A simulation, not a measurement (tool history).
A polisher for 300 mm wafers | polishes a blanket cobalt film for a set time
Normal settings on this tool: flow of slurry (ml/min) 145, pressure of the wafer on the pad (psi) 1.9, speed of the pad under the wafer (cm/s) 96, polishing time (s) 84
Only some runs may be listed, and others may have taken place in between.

run	hour	flow of slurry (ml/min)	pressure of the wafer on the pad (psi)	speed of the pad under the wafer (cm/s)	polishing time (s)	wafers since the last listed run	wafers polished on this pad	hours since the slurry nozzle was cleaned	hours since the head pressure was calibrated	incoming thickness of the incoming film, nm	film removed (Å)
1	0.0	145	1.9	96	84	0	2018	270.0	738.8	1562.6	3726
2	19.3	145	1.9	96	84	174	2193	289.3	758.1	1552.2	3702
# hour 28.0: worn pad replaced by a new one
3	42.0	145	1.9	96	84	168	126	312.0	780.8	1557.3	3538
# hour 51.8: head pressure recalibrated
4	61.6	145	2.4	96	84	158	285	331.6	9.8	1586.3	4135
# hour 87.0: slurry nozzle cleaned
5	88.2	145	1.9	72	99	231	516	1.2	36.4	1581.0	3508
6	145.0	145	1.9	72	99	512	1029	58.0	93.2	1591.4	3394
7	164.1	145	1.9	72	99	172	1201	77.1	112.3	1580.6	3315
8	193.6	145	1.9	96	84	266	1467	106.6	141.8	1552.9	3355
9	222.2	145	1.9	96	84	258	1725	135.2	170.4	1557.2	3355
10	249.8	145	1.9	96	84	249	1974	162.8	198.0	1585.5	3304
# hour 255.1: worn pad replaced by a new one, repeated, since the last time left the tool worse
11	282.6	145	2.4	114	84	259	247	195.6	230.8	1549.1	5214
12	307.8	145	2.4	114	84	227	475	220.8	256.0	1564.7	5217
13	320.5	145	2.4	114	84	114	589	233.5	268.7	1554.6	5267
14	349.8	145	1.9	96	84	264	854	262.8	298.0	1582.0	3854
15	372.0	145	1.9	96	104	200	1054	285.0	320.2	1568.1	4678
# hour 386.3: slurry nozzle cleaned
16	428.4	145	1.9	96	84	499	1554	42.1	376.6	1583.0	3738
# hour 510.8: worn pad replaced by a new one
17	512.9	145	1.9	96	84	726	19	126.6	461.1	1563.9	3829
18	607.3	145	1.9	96	84	851	871	221.0	555.5	1569.6	3845
19	624.5	145	2.6	96	84	155	1026	238.2	572.7	1536.1	4906
20	641.4	105	1.4	110	84	152	1178	255.1	589.6	1548.8	3061
21	654.7	125	1.9	96	84	120	1298	268.4	602.9	1563.9	3683
22	673.0	145	1.9	96	84	165	1463	286.7	621.2	1598.4	3742
# hour 679.2: slurry nozzle cleaned
23	693.3	120	1.9	116	101	174	1638	14.1	641.5	1572.6	4830
# hour 696.2: head pressure recalibrated
24	717.3	145	1.9	96	84	198	1836	38.1	21.1	1546.3	3725
# hour 755.0: worn pad replaced by a new one
25	755.5	145	2.4	124	65	308	4	76.3	59.3	1585.1	4250
26	775.9	145	2.4	114	84	184	188	96.7	79.7	1580.7	5179
27	793.0	115	1.4	96	84	154	342	113.8	96.8	1587.4	2947
28	823.1	145	1.9	96	84	271	614	143.9	126.9	1563.8	3904
29	842.3	145	2.1	66	59	173	787	163.1	146.1	1561.9	2354
30	874.0	145	1.9	96	84	286	1073	194.8	177.8	1587.3	3790
31	888.4	145	2.4	82	60	129	1203	209.2	192.2	1594.7	2935
32	922.3	145	1.9	96	84	305	1509	243.1	226.1	1540.7	3816
33	949.7	115	1.9	96	84	247	1756	270.5	253.5	1557.4	3549

The next listed run, before its measurement:
34	969.9	110	1.9	88	100	182	1939	290.7	273.7	1570.6	?

Run 34 produced film removed (Å) 3970.
Without the tool's hidden state the same run would have given film removed (Å) 4176.
